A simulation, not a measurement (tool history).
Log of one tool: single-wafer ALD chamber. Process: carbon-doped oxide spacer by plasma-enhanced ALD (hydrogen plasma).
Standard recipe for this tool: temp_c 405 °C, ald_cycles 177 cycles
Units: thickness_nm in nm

run,hour,temp_c,ald_cycles,"read-back reference wafer on the same gauge, thickness_nm",thickness_nm
1,0,400,177,7.312,7.954
2,15.8,400,177,7.322,7.923
3,48.8,400,177,7.342,7.936
4,142.9,405,197,7.36,8.758
5,154.9,405,177,7.367,7.871
6,173.8,405,177,7.373,7.861
7,207.8,405,177,7.387,7.905
8,230.8,405,177,7.386,7.888
9,247.3,419,189,7.39,8.127
# hour 253.3: gauge calibrated
10,274.7,400,177,7.285,7.922
11,288.2,390,195,7.287,8.682
# hour 303.8: thermocouple changed; heater temperature recalibrated
12,307.6,405,201,7.3,8.817
13,334.8,391,193,7.305,8.666
14,349,405,177,7.311,7.786
15,376,401,208,7.308,9.28

Run 16 is up next; what results do you expect?
16,409.2,409,210,?,?

{"run 16": {"read-back reference wafer on the same gauge, thickness_nm": 7.327, "thickness_nm": 9.176}}
Were there no unlogged condition in the tool, this run, its random variation unchanged, would have produced thickness_nm 9.129 nm.
